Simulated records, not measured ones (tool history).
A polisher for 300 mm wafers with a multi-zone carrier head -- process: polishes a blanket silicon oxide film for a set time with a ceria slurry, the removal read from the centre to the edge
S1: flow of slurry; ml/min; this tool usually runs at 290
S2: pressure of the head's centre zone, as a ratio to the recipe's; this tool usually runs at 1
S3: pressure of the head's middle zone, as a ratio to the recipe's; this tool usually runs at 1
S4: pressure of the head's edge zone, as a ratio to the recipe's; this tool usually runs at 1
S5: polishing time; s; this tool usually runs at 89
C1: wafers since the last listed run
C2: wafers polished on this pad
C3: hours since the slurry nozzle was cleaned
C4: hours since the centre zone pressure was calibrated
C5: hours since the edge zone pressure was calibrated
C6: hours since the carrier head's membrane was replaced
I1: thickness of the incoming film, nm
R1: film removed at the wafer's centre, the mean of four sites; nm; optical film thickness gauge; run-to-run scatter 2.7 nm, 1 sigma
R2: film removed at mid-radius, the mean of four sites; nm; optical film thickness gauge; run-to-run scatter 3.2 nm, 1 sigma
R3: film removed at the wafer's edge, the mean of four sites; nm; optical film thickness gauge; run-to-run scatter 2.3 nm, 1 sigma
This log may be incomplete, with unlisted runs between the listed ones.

run	day	S1	S2	S3	S4	S5	C1	C2	C3	C4	C5	C6	I1	R1	R2	R3
1	0	290	1	1	1	89	0	712	272.4	1168.6	172	811	1833.3	362.6	310.7	316.9
2	0.558	290	1	1	1	89	110	823	285.8	1182	185.4	824.4	1856.2	353.1	309.7	312.5
3	1.946	290	1	1	1	89	274	1097	319.1	1215.3	218.7	857.7	1847.7	358.4	303.1	312.3
4	2.792	290	1	1	1	76	167	1264	339.4	1235.6	239	878	1839.4	308.4	262.4	270.1
# day 3.254: worn pad replaced by a new one
# day 3.621: carrier head's membrane replaced by a new one
5	3.65	290	1	1	1	76	95	37	360	1256.2	259.6	0.7	1855.3	302	260.6	269.5
6	4.246	290	1	1	1	76	117	154	374.3	1270.5	273.9	15	1856.6	304.8	264.4	265.9
7	5.392	380	1.11	1	1	89	226	381	401.8	1298	301.4	42.5	1858.8	407.7	315.5	320.8
8	6.058	225	1	1	1.11	89	131	513	417.8	1314	317.4	58.5	1834.9	347	307.8	322.3
# day 6.967: edge zone pressure recalibrated
# day 9.425: slurry nozzle cleaned
# day 9.458: worn pad replaced by a new one
# day 9.65: centre zone pressure recalibrated
9	10.45	290	1.04	1	1	89	820	179	24.6	19.2	83.6	163.9	1817.5	328.2	306.7	317
10	11.546	290	1	1.06	0.88	89	216	396	50.9	45.5	109.9	190.2	1818.3	312.8	321.7	295.8
11	12.217	330	1.06	0.93	0.9	89	132	528	67	61.6	126	206.3	1850.9	341.5	299.3	300.9
12	13.679	290	0.93	0.93	1.12	89	289	818	102.1	96.7	161.1	241.4	1866.7	294.7	295.2	332.9
13	15.175	290	1	1	1	89	295	1113	138	132.6	197	277.3	1838.4	325.2	310.8	312.5
14	16.475	375	0.92	0.93	1	68	256	1370	169.2	163.8	228.2	308.5	1827	233.6	228.6	244.9
# day 17.079: worn pad replaced by a new one
15	17.367	375	0.92	0.93	1	68	143	56	190.6	185.2	249.6	329.9	1821	239.6	230	246.1
16	18.192	290	1	0.93	1	89	163	219	210.4	205	269.4	349.7	1849.6	326	293.6	318.6
17	19.296	290	1	1.06	0.88	89	218	437	236.9	231.5	295.9	376.2	1803.5	329.3	317.8	292.5
18	19.904	290	1.06	1.05	1.07	107	120	558	251.5	246.1	310.5	390.8	1856	423.1	378.5	395.9
19	21	290	1	1	1	89	216	774	277.8	272.4	336.8	417.1	1855.7	329.6	310.4	315.6
20	22.288	290	1	1	1	99	254	1029	308.7	303.3	367.7	448	1866.3	369.9	346.9	348.7
# day 22.771: edge zone pressure recalibrated
21	23.75	290	1	1	1	114	272	1301	343.8	338.4	23.5	483.1	1838.4	433.3	392.2	404.9
# day 24.075: worn pad replaced by a new one
22	24.379	290	1	1.1	1	100	91	60	358.9	353.5	38.6	498.2	1832	373	365.3	359.2

Predict each of these 4 candidate next runs independently; none follows another, all start after run 22:
A	24.4	290	1	1	1	89	4	64	359.4	354	39.1	498.7	1813.5	?	?	?
B	24.4	290	1	1	1.06	89	4	64	359.4	354	39.1	498.7	1813.5	?	?	?
C	24.4	360	1	1.07	0.96	58	4	64	359.4	354	39.1	498.7	1813.5	?	?	?
D	24.4	260	1	1	0.93	89	4	64	359.4	354	39.1	498.7	1813.5	?	?	?

run	R1	R2	R3
A	340	307.7	312.4
B	340	307.7	321.5
C	225.9	212.4	202.2
D	336.4	304.8	299.6
Without the tool's unlogged condition, the same runs would have read:
run	R1	R2	R3
A	314.1	307.9	312.4
B	314.1	307.8	321.5
C	208.7	212.5	202.2
D	310.7	304.9	299.6

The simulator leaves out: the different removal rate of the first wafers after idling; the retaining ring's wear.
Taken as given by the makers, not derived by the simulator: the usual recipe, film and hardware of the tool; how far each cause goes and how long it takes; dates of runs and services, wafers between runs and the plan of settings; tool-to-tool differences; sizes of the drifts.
